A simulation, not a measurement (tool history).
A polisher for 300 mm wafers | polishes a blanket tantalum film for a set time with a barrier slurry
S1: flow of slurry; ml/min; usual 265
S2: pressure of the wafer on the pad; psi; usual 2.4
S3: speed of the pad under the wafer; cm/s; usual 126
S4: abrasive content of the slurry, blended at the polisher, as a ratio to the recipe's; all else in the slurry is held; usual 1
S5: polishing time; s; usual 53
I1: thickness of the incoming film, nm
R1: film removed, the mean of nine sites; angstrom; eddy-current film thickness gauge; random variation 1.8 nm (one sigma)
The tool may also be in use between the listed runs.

run,day,S1,S2,S3,S4,S5,I1,R1
1,0,265,2.4,126,1,53,379.7,1348
# day 0.938: worn pad replaced by a new one
2,1.079,265,2.4,126,1,53,379.3,1355
3,2.008,265,2.4,126,1,53,379.5,1320
4,2.55,265,2.4,126,0.9,53,375.6,1314
5,3.304,265,2.4,126,1,53,385.1,1376
6,3.871,265,2.4,126,1,53,381.6,1376
7,4.371,265,2.4,126,1,53,379.2,1353
# day 5.017: worn pad replaced by a new one
8,5.462,265,2.4,126,1,53,382.8,1370
9,6.667,265,2.4,126,1,53,384.1,1353
10,8.146,265,2.4,126,1,53,379.4,1340
11,9.4,265,2.4,126,1,40,383.5,1003
# day 9.796: worn pad replaced by a new one
# day 10.7: slurry blender recalibrated
12,10.721,345,3.1,126,1.25,53,376.3,1888
# day 11.054: head pressure recalibrated
13,11.6,265,2.4,138,1,53,384.8,1454
14,12.7,305,2.4,126,1,53,376.7,1365
15,13.571,265,2.4,108,1.3,53,374.2,1230
# day 13.892: worn pad replaced by a new one
16,14.592,265,2.4,126,1,40,381.8,1035
17,15.675,345,3.1,126,1.25,53,380.1,1851
18,16.546,170,2.4,152,1,71,380.8,2041
# day 17.454: slurry nozzle cleaned
19,17.475,265,2.4,126,1,53,376.2,1350
# day 18.558: worn pad replaced by a new one
20,19.25,265,2.4,126,1,44,376.9,1103
21,20.604,265,2.4,158,1,53,381.5,1690
22,22.067,265,2.4,126,1,53,385.2,1349

5 ways to go on from here, each from the tool as it stands after run 22. What would each give?
A,22.083,265,2.4,126,1.3,53,377.9,?
B,22.083,325,2.4,126,1,69,377.9,?
C,22.083,185,2.4,102,1,59,377.9,?
D,22.083,265,2.4,102,1,53,377.9,?
E,22.083,325,2.4,126,1,53,377.9,?

run,R1
A,1397
B,1759
C,1146
D,1074
E,1351
Without the tool's hidden state the same runs would have given:
run,R1
A,1397
B,1759
C,1146
D,1074
E,1351
